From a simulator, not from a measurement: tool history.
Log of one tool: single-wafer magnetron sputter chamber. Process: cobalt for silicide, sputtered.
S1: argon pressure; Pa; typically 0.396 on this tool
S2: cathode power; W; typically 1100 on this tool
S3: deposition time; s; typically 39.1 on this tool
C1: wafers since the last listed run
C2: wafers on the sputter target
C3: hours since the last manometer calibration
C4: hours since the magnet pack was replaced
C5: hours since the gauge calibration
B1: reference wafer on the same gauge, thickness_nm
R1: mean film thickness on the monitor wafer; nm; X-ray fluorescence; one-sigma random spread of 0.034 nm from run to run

Run 1, day 0.000: usual settings but S1 0.439 Pa, S2 1300 W; C1 0; C2 1413; C3 2555.8; C4 4099.4; C5 297.3; B1 23.305. Result: R1 24.181 nm.
At day 0.083: gauge calibrated.
Run 2, day 0.912: usual settings but S1 0.439 Pa, S2 1300 W; C1 329; C2 1742; C3 2577.7; C4 4121.3; C5 19.9; B1 23.301. Result: R1 24.216 nm.
Run 3, day 1.646: usual settings; C1 264; C2 2006; C3 2595.3; C4 4138.9; C5 37.5; B1 23.307. Result: R1 21.620 nm.
Run 4, day 3.129: usual settings; C1 535; C2 2541; C3 2630.9; C4 4174.5; C5 73.1; B1 23.304. Result: R1 21.581 nm.
Run 5, day 4.504: usual settings; C1 495; C2 3037; C3 2663.9; C4 4207.5; C5 106.1; B1 23.298. Result: R1 21.513 nm.
Run 6, day 5.283: usual settings; C1 281; C2 3318; C3 2682.6; C4 4226.2; C5 124.8; B1 23.301. Result: R1 21.520 nm.
Run 7, day 6.054: usual settings; C1 278; C2 3596; C3 2701.1; C4 4244.7; C5 143.3; B1 23.300. Result: R1 21.555 nm.
At day 7.458: magnet pack replaced.
Run 8, day 7.479: usual settings; C1 393; C2 3990; C3 2735.3; C4 0.5; C5 177.5; B1 23.301. Result: R1 21.471 nm.
Run 9, day 8.692: usual settings; C1 437; C2 4427; C3 2764.4; C4 29.6; C5 206.6; B1 23.304. Result: R1 21.489 nm.
Run 10, day 9.742: usual settings but S1 0.451 Pa, S3 33.3 s; C1 378; C2 4806; C3 2789.6; C4 54.8; C5 231.8; B1 23.294. Result: R1 17.641 nm.
Run 11, day 11.146: usual settings; C1 506; C2 5312; C3 2823.3; C4 88.5; C5 265.5; B1 23.302. Result: R1 21.432 nm.
At day 11.958: gauge calibrated.
At day 11.962: sputter target and shields replaced.
Run 12, day 11.983: usual settings but S1 0.498 Pa, S2 850 W, S3 42.4 s; C1 181; C2 7; C3 2843.4; C4 108.6; C5 0.6; B1 23.296. Result: R1 18.016 nm.
Run 13, day 12.717: usual settings; C1 264; C2 272; C3 2861.0; C4 126.2; C5 18.2; B1 23.297. Result: R1 21.718 nm.
Run 14, day 14.033: usual settings but S1 0.354 Pa, S2 900 W; C1 474; C2 747; C3 2892.6; C4 157.8; C5 49.8; B1 23.302. Result: R1 18.957 nm.
At day 15.638: capacitance manometer re-zeroed and calibrated.
Run 15, day 15.658: usual settings; C1 465; C2 1213; C3 0.5; C4 196.8; C5 88.8; B1 23.292. Result: R1 22.213 nm.
Run 16, day 16.188: usual settings but S1 0.520 Pa, S2 900 W, S3 37.1 s; C1 190; C2 1404; C3 13.2; C4 209.5; C5 101.5; B1 23.301. Result: R1 16.818 nm.
Run 17, day 17.188: usual settings but S1 0.294 Pa; C1 360; C2 1764; C3 37.2; C4 233.5; C5 125.5; B1 23.306. Result: R1 23.425 nm.
Run 18, day 17.779: usual settings; C1 213; C2 1978; C3 51.4; C4 247.7; C5 139.7; B1 23.313. Result: R1 22.126 nm.
Run 19, day 18.921: usual settings; C1 411; C2 2389; C3 78.8; C4 275.1; C5 167.1; B1 23.303. Result: R1 22.123 nm.
Run 20, day 19.708: usual settings but S2 950 W; C1 284; C2 2673; C3 97.7; C4 294.0; C5 186.0; B1 23.293. Result: R1 19.646 nm.
Run 21, day 20.221: usual settings but S1 0.351 Pa, S3 44.5 s; C1 184; C2 2858; C3 110.0; C4 306.3; C5 198.3; B1 23.295. Result: R1 25.727 nm.
Run 22, day 21.496: usual settings but S1 0.265 Pa; C1 459; C2 3318; C3 140.6; C4 336.9; C5 228.9; B1 23.300. Result: R1 23.652 nm.
Run 23, day 22.817: usual settings but S1 0.471 Pa, S3 33.4 s; C1 476; C2 3794; C3 172.3; C4 368.6; C5 260.6; B1 23.302. Result: R1 18.061 nm.

Alternative continuations, all from the tool just after run 23; predict every row:
Run A, day 22.833: usual settings but S3 41.4 s; C1 6; C2 3801; C3 172.7; C4 369.0; C5 261.0; B1 ?. Result: R1 ?.
Run B, day 22.833: usual settings but S1 0.306 Pa, S2 850 W, S3 45.1 s; C1 6; C2 3801; C3 172.7; C4 369.0; C5 261.0; B1 ?. Result: R1 ?.
Run C, day 22.833: usual settings but S1 0.266 Pa, S3 33.4 s; C1 6; C2 3801; C3 172.7; C4 369.0; C5 261.0; B1 ?. Result: R1 ?.
Run D, day 22.833: usual settings but S3 42.7 s; C1 6; C2 3801; C3 172.7; C4 369.0; C5 261.0; B1 ?. Result: R1 ?.
Run E, day 22.833: usual settings but S1 0.276 Pa, S2 950 W; C1 6; C2 3801; C3 172.7; C4 369.0; C5 261.0; B1 ?. Result: R1 ?.

run      B1      R1
  A  23.307  23.343
  B  23.307  21.730
  C  23.307  20.174
  D  23.307  24.076
  E  23.307  20.882
Without the tool's unlogged condition, the same runs would have read:
run      R1
  A  23.833
  B  22.197
  C  20.612
  D  24.582
  E  21.335
